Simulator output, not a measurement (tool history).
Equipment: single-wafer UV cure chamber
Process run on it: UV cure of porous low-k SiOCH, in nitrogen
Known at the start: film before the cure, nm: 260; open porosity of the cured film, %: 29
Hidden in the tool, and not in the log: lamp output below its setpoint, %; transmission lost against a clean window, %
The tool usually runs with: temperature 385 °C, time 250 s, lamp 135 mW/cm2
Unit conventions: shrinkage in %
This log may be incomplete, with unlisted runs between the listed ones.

run,hour,temperature,time,lamp,wafers since the last listed run,hours since the UV bulbs were replaced,wafers since the quartz window was cleaned,shrinkage
1,0.0,385,315,135,0,1654.7,1483,17.740
2,7.4,385,250,135,35,1662.1,1518,16.398
3,22.9,385,250,135,73,1677.6,1591,16.460
4,34.5,385,250,126,54,1689.2,1646,16.054
5,45.9,385,250,135,54,1700.6,1700,16.192
6,53.5,385,250,135,36,1708.2,1736,16.294
7,70.4,385,250,135,80,1725.1,1817,16.189
8,84.5,385,250,135,66,1739.2,1883,16.280
9,96.8,365,335,135,58,1751.5,1942,17.405
# hour 107.9: UV bulbs replaced
10,109.1,385,250,135,20,1.2,1962,16.230
# hour 126.7: quartz window cleaned
11,127.2,397,300,135,47,19.3,2,18.270
12,133.4,385,250,124,29,25.5,31,16.326
13,147.1,385,310,135,64,39.2,96,17.925
14,161.3,385,250,135,67,53.4,164,16.781
15,173.4,404,315,135,57,65.5,221,18.538
16,187.1,385,250,123,64,79.2,286,16.459

Consider 4 possible next runs. They are alternatives, not a sequence: every one starts from the tool as it was left by run 16. What does each give?
A,187.6,385,250,135,2,79.7,288,?
B,187.6,371,295,158,2,79.7,288,?
C,187.6,385,395,135,2,79.7,288,?
D,187.6,401,380,163,2,79.7,288,?

run,shrinkage
A,16.834
B,18.345
C,19.448
D,20.671
Without the tool's unlogged condition, the same runs would have read:
run,shrinkage
A,17.009
B,18.522
C,19.626
D,20.849
